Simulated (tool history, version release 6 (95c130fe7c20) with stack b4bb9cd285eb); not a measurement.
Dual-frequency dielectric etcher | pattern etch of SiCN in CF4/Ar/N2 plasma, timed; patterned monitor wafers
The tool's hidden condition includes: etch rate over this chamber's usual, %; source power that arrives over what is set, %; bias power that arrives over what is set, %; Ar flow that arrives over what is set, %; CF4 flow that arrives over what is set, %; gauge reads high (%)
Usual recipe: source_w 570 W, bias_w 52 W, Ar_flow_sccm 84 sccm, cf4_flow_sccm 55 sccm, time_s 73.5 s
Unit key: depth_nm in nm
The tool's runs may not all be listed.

| run | hour | source_w | bias_w | Ar_flow_sccm | cf4_flow_sccm | time_s | wafers since the last listed run | hours since the last wet clean | hours since the last source power generator calibration | hours since the last bias power generator calibration | hours since the last Ar flow controller change | hours since the last CF4 flow controller change | hours since the last upper electrode change | hours since the gauge calibration | read-back reference wafer on the same gauge, depth_nm | depth_nm |
|---|---|---|---|---|---|---|---|---|---|---|---|---|---|---|---|---|
| 1 | 0.0 | 570 | 52 | 84 | 55 | 73.5 | 0 | 153.3 | 1886.8 | 3291.0 | 2275.4 | 2802.2 | 1474.8 | 70.2 | 72.1 | 77.7 |
| 2 | 14.1 | 570 | 52 | 84 | 55 | 73.5 | 121 | 167.4 | 1900.9 | 3305.1 | 2289.5 | 2816.3 | 1488.9 | 84.3 | 72.1 | 77.9 |
| 3 | 31.5 | 570 | 52 | 84 | 55 | 73.5 | 149 | 184.8 | 1918.3 | 3322.5 | 2306.9 | 2833.7 | 1506.3 | 101.7 | 72.1 | 78.3 |
| 4 | 56.6 | 570 | 52 | 71 | 55 | 73.5 | 215 | 209.9 | 1943.4 | 3347.6 | 2332.0 | 2858.8 | 1531.4 | 126.8 | 72.2 | 81.3 |
| 5 | 76.8 | 570 | 52 | 71 | 55 | 73.5 | 173 | 230.1 | 1963.6 | 3367.8 | 2352.2 | 2879.0 | 1551.6 | 147.0 | 72.2 | 81.8 |
| 6 | 110.8 | 570 | 52 | 71 | 55 | 73.5 | 292 | 264.1 | 1997.6 | 3401.8 | 2386.2 | 2913.0 | 1585.6 | 181.0 | 72.3 | 81.6 |
| 7 | 129.8 | 570 | 52 | 84 | 55 | 73.5 | 163 | 283.1 | 2016.6 | 3420.8 | 2405.2 | 2932.0 | 1604.6 | 200.0 | 72.4 | 78.1 |
|  | 140.8 | Ar flow controller replaced |
| 8 | 143.0 | 570 | 52 | 84 | 55 | 73.5 | 61 | 296.3 | 2029.8 | 3434.0 | 2.2 | 2945.2 | 1617.8 | 213.2 | 72.3 | 78.1 |
|  | 153.7 | source power generator calibrated |
| 9 | 168.0 | 570 | 52 | 84 | 55 | 73.5 | 180 | 321.3 | 14.3 | 3459.0 | 27.2 | 2970.2 | 1642.8 | 238.2 | 72.5 | 78.7 |
| 10 | 181.2 | 570 | 52 | 84 | 55 | 73.5 | 113 | 334.5 | 27.5 | 3472.2 | 40.4 | 2983.4 | 1656.0 | 251.4 | 72.5 | 78.5 |
| 11 | 203.5 | 570 | 47 | 84 | 55 | 73.5 | 191 | 356.8 | 49.8 | 3494.5 | 62.7 | 3005.7 | 1678.3 | 273.7 | 72.6 | 77.0 |

The next listed run, before its measurement:
| 12 | 231.8 | 570 | 52 | 84 | 61 | 73.5 | 243 | 385.1 | 78.1 | 3522.8 | 91.0 | 3034.0 | 1706.6 | 302.0 | ? | ? |

read-back reference wafer on the same gauge, depth_nm: 72.8
depth_nm: 80.4 nm
Take away the tool's hidden state, keep the run-to-run variation as it was, and the same run would have given depth_nm 79.6 nm.
